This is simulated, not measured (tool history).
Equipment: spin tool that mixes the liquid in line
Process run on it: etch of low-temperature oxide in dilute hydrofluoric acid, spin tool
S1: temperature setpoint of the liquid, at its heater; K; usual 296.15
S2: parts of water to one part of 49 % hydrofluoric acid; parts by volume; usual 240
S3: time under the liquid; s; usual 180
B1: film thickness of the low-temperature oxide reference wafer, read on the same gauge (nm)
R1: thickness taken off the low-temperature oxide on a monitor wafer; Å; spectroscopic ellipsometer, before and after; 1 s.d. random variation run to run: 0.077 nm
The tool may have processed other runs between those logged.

run 1 day=0 | S1=296.15 S2=195 S3=180 | B1=129.64 | R1=200.5
run 2 day=5.867 | S1=296.15 S2=195 S3=180 | B1=129.93 | R1=200.3
-- day=9.092 hydrofluoric acid flow meter replaced
run 3 day=10.046 | S1=296.15 S2=240 S3=180 | B1=130.16 | R1=155.6
run 4 day=13.133 | S1=296.15 S2=240 S3=180 | B1=130.37 | R1=154.4
run 5 day=16.242 | S1=296.15 S2=240 S3=180 | B1=130.53 | R1=156.4
run 6 day=20.4 | S1=296.15 S2=240 S3=180 | B1=130.78 | R1=156.5
run 7 day=22.438 | S1=296.15 S2=240 S3=180 | B1=130.84 | R1=157
-- day=30.888 thermometer replaced
run 8 day=33.95 | S1=296.15 S2=240 S3=180 | B1=131.5 | R1=157.4
run 9 day=36.496 | S1=296.15 S2=240 S3=180 | B1=131.61 | R1=157.4
run 10 day=40.654 | S1=294.15 S2=240 S3=180 | B1=131.87 | R1=147.5
run 11 day=43.738 | S1=294.15 S2=240 S3=180 | B1=132.02 | R1=146.6
-- day=44.758 hydrofluoric acid flow meter replaced
run 12 day=46.496 | S1=294.15 S2=240 S3=180 | B1=132.19 | R1=148
run 13 day=49.533 | S1=296.15 S2=305 S3=180 | B1=132.38 | R1=117.2
run 14 day=51.954 | S1=292.65 S2=275 S3=255 | B1=132.44 | R1=166.1
run 15 day=53.612 | S1=296.15 S2=345 S3=80 | B1=132.58 | R1=44.5
run 16 day=57.138 | S1=296.15 S2=240 S3=120 | B1=132.76 | R1=106.7
run 17 day=59.462 | S1=296.15 S2=240 S3=180 | B1=132.88 | R1=160.9
run 18 day=62.079 | S1=294.15 S2=290 S3=180 | B1=133.04 | R1=116.7
-- day=67.633 thermometer replaced
run 19 day=73.908 | S1=296.15 S2=240 S3=180 | B1=133.71 | R1=160.7

Run 20 has not been measured yet. What should we expect?
-- day=74.446 gauge calibrated
run 20 day=78.088 | S1=296.15 S2=120 S3=230 | B1=? | R1=?

B1: 129.74
R1: 451.6 Å
Minus the tool's unlogged condition, the same run would have read R1 452.4 Å.

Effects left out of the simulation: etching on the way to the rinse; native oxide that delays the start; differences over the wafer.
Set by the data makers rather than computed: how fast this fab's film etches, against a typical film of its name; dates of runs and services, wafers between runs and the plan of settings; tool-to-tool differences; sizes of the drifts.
